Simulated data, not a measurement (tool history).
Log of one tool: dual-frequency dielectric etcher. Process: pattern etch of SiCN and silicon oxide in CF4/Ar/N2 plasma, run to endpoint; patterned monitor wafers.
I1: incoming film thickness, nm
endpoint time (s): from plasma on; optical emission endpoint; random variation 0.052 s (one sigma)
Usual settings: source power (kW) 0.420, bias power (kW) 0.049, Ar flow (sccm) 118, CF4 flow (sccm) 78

run 1 hour=0.0 | source_power_(kW)=0.420 bias_power_(kW)=0.049 Ar_flow_(sccm)=118 CF4_flow_(sccm)=78 | I1=11.71 | endpoint_time_(s)=17.3
run 2 hour=0.3 | source_power_(kW)=0.420 bias_power_(kW)=0.049 Ar_flow_(sccm)=118 CF4_flow_(sccm)=78 | I1=11.71 | endpoint_time_(s)=17.4
run 3 hour=12.5 | source_power_(kW)=0.420 bias_power_(kW)=0.049 Ar_flow_(sccm)=118 CF4_flow_(sccm)=78 | I1=11.60 | endpoint_time_(s)=17.3
-- hour=30.2 bias power generator calibrated
run 4 hour=30.7 | source_power_(kW)=0.470 bias_power_(kW)=0.049 Ar_flow_(sccm)=118 CF4_flow_(sccm)=78 | I1=11.73 | endpoint_time_(s)=16.3
run 5 hour=39.7 | source_power_(kW)=0.420 bias_power_(kW)=0.052 Ar_flow_(sccm)=118 CF4_flow_(sccm)=78 | I1=11.74 | endpoint_time_(s)=17.1
run 6 hour=52.7 | source_power_(kW)=0.420 bias_power_(kW)=0.052 Ar_flow_(sccm)=118 CF4_flow_(sccm)=78 | I1=11.62 | endpoint_time_(s)=16.9
-- hour=77.0 upper electrode replaced
run 7 hour=77.5 | source_power_(kW)=0.420 bias_power_(kW)=0.049 Ar_flow_(sccm)=118 CF4_flow_(sccm)=78 | I1=11.72 | endpoint_time_(s)=17.2
run 8 hour=77.8 | source_power_(kW)=0.420 bias_power_(kW)=0.060 Ar_flow_(sccm)=137 CF4_flow_(sccm)=78 | I1=11.63 | endpoint_time_(s)=17.0
run 9 hour=84.2 | source_power_(kW)=0.420 bias_power_(kW)=0.049 Ar_flow_(sccm)=118 CF4_flow_(sccm)=91 | I1=11.70 | endpoint_time_(s)=16.9
run 10 hour=95.3 | source_power_(kW)=0.420 bias_power_(kW)=0.049 Ar_flow_(sccm)=118 CF4_flow_(sccm)=78 | I1=11.67 | endpoint_time_(s)=17.2
run 11 hour=104.8 | source_power_(kW)=0.420 bias_power_(kW)=0.049 Ar_flow_(sccm)=118 CF4_flow_(sccm)=66 | I1=11.61 | endpoint_time_(s)=17.6
-- hour=113.7 Ar flow controller replaced
run 12 hour=121.8 | source_power_(kW)=0.420 bias_power_(kW)=0.049 Ar_flow_(sccm)=118 CF4_flow_(sccm)=78 | I1=11.72 | endpoint_time_(s)=17.3
run 13 hour=127.9 | source_power_(kW)=0.420 bias_power_(kW)=0.049 Ar_flow_(sccm)=142 CF4_flow_(sccm)=78 | I1=11.64 | endpoint_time_(s)=17.9
run 14 hour=134.5 | source_power_(kW)=0.420 bias_power_(kW)=0.059 Ar_flow_(sccm)=136 CF4_flow_(sccm)=78 | I1=11.65 | endpoint_time_(s)=16.9
-- hour=157.1 CF4 flow controller replaced
-- hour=175.8 source power generator calibrated
run 15 hour=181.6 | source_power_(kW)=0.420 bias_power_(kW)=0.049 Ar_flow_(sccm)=139 CF4_flow_(sccm)=78 | I1=11.79 | endpoint_time_(s)=17.9
run 16 hour=196.1 | source_power_(kW)=0.380 bias_power_(kW)=0.049 Ar_flow_(sccm)=118 CF4_flow_(sccm)=78 | I1=11.73 | endpoint_time_(s)=18.1
run 17 hour=213.5 | source_power_(kW)=0.420 bias_power_(kW)=0.049 Ar_flow_(sccm)=118 CF4_flow_(sccm)=78 | I1=11.64 | endpoint_time_(s)=17.0
run 18 hour=226.6 | source_power_(kW)=0.420 bias_power_(kW)=0.049 Ar_flow_(sccm)=131 CF4_flow_(sccm)=78 | I1=11.61 | endpoint_time_(s)=17.4
run 19 hour=235.6 | source_power_(kW)=0.380 bias_power_(kW)=0.049 Ar_flow_(sccm)=137 CF4_flow_(sccm)=72 | I1=11.70 | endpoint_time_(s)=19.0
run 20 hour=241.6 | source_power_(kW)=0.390 bias_power_(kW)=0.040 Ar_flow_(sccm)=94 CF4_flow_(sccm)=59 | I1=11.68 | endpoint_time_(s)=18.4
run 21 hour=258.3 | source_power_(kW)=0.390 bias_power_(kW)=0.058 Ar_flow_(sccm)=140 CF4_flow_(sccm)=62 | I1=11.62 | endpoint_time_(s)=18.5
run 22 hour=267.7 | source_power_(kW)=0.420 bias_power_(kW)=0.049 Ar_flow_(sccm)=142 CF4_flow_(sccm)=70 | I1=11.70 | endpoint_time_(s)=18.3
run 23 hour=276.0 | source_power_(kW)=0.420 bias_power_(kW)=0.045 Ar_flow_(sccm)=144 CF4_flow_(sccm)=78 | I1=11.73 | endpoint_time_(s)=18.3

5 ways to go on from here, each from the tool as it stands after run 23. What would each give?
run A hour=276.4 | source_power_(kW)=0.420 bias_power_(kW)=0.049 Ar_flow_(sccm)=118 CF4_flow_(sccm)=78 | I1=11.77 | endpoint_time_(s)=?
run B hour=276.4 | source_power_(kW)=0.390 bias_power_(kW)=0.049 Ar_flow_(sccm)=118 CF4_flow_(sccm)=66 | I1=11.77 | endpoint_time_(s)=?
run C hour=276.4 | source_power_(kW)=0.420 bias_power_(kW)=0.049 Ar_flow_(sccm)=145 CF4_flow_(sccm)=69 | I1=11.77 | endpoint_time_(s)=?
run D hour=276.4 | source_power_(kW)=0.490 bias_power_(kW)=0.042 Ar_flow_(sccm)=136 CF4_flow_(sccm)=95 | I1=11.77 | endpoint_time_(s)=?
run E hour=276.4 | source_power_(kW)=0.420 bias_power_(kW)=0.049 Ar_flow_(sccm)=90 CF4_flow_(sccm)=78 | I1=11.77 | endpoint_time_(s)=?

run=A endpoint_time_(s)=17.2
run=B endpoint_time_(s)=18.5
run=C endpoint_time_(s)=18.5
run=D endpoint_time_(s)=16.2
run=E endpoint_time_(s)=16.2
Without the tool's hidden state the same runs would have given:
run=A endpoint_time_(s)=17.5
run=B endpoint_time_(s)=18.8
run=C endpoint_time_(s)=18.8
run=D endpoint_time_(s)=16.5
run=E endpoint_time_(s)=16.4
